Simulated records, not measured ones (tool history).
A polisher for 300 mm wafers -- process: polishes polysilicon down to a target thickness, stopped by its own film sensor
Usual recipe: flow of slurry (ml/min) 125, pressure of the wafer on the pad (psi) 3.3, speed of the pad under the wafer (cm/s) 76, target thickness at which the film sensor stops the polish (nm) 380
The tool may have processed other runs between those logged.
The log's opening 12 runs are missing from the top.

run   hour  flow of slurry (ml/min)  pressure of the wafer on the pad (psi)  speed of the pad under the wafer (cm/s)  target thickness at which the film sensor stops the polish (nm)  incoming thickness of the incoming film, nm  time until the film sensor stopped the polish (s)
 13  237.8                      125                                     3.3                                       76                                                              257                                        871.3                                               72.8
     260.2  -- head pressure recalibrated
 14  271.8                      125                                     3.3                                       76                                                              257                                        853.6                                               70.2
 15  282.1                      125                                     3.3                                       76                                                              380                                        856.7                                               58.1
 16    300                      125                                     3.3                                       76                                                              380                                          861                                               56.2
     313.3  -- worn pad replaced by a new one
 17  313.8                      125                                     3.3                                       76                                                              380                                        874.7                                               58.9
 18  325.6                      125                                     3.3                                       76                                                              380                                        849.4                                               55.8
 19  331.6                      155                                     4.4                                       76                                                              380                                        856.4                                               40.2
 20  345.2                       90                                     2.6                                       76                                                              380                                        853.1                                               78.1
 21  354.6                      125                                     3.3                                       76                                                              380                                        876.9                                                 59
 22  364.2                      105                                     3.3                                       76                                                              380                                        862.6                                               59.1
 23  375.7                      125                                     3.3                                       76                                                              380                                        876.2                                               57.2
 24  384.4                      125                                     3.3                                       76                                                              380                                        875.2                                               58.7
 25  392.5                       90                                     3.3                                       76                                                              380                                        841.6                                                 59
 26  399.1                      125                                     3.3                                       76                                                              380                                        859.2                                               58.5
 27  416.1                      160                                     4.3                                       76                                                              506                                        865.1                                               31.3
 28  424.3                      145                                     2.4                                      100                                                              291                                        841.5                                               72.6
 29  439.1                      125                                     2.8                                       76                                                              380                                        856.2                                               68.6
     443.7  -- worn pad replaced by a new one
 30  455.5                      125                                     3.3                                       76                                                              380                                        861.3                                               57.5
 31    470                      145                                     3.9                                       76                                                              287                                        866.5                                               54.8
 32  482.3                      125                                     3.3                                       58                                                              380                                        859.9                                               64.2
 33    510                      125                                     3.8                                      102                                                              380                                        848.5                                               40.2
 34    522                      125                                     3.3                                       64                                                              380                                        855.3                                               63.2
 35  530.5                      125                                     3.3                                       76                                                              380                                        855.2                                               58.2
 36    539                      155                                     3.3                                       98                                                              486                                        871.7                                               37.1

Alternative continuations, all from the tool just after run 36; predict every row:
  A  539.4                      125                                     3.3                                       76                                                              380                                        864.3                                                  ?
  B  539.4                      125                                     3.3                                       76                                                              491                                        864.3                                                  ?
  C  539.4                       95                                     2.6                                       64                                                              380                                        864.3                                                  ?
  D  539.4                      105                                     3.8                                       52                                                              531                                        864.3                                                  ?
  E  539.4                      125                                     3.3                                       76                                                              498                                        864.3                                                  ?

run  time until the film sensor stopped the polish (s)
  A                                                 57
  B                                                 44
  C                                                 86
  D                                               43.9
  E                                               43.1
The same runs, with their run-to-run variation unchanged, on a tool lacking any hidden condition would have given:
run  time until the film sensor stopped the polish (s)
  A                                                 57
  B                                                 44
  C                                                 86
  D                                               43.9
  E                                               43.1

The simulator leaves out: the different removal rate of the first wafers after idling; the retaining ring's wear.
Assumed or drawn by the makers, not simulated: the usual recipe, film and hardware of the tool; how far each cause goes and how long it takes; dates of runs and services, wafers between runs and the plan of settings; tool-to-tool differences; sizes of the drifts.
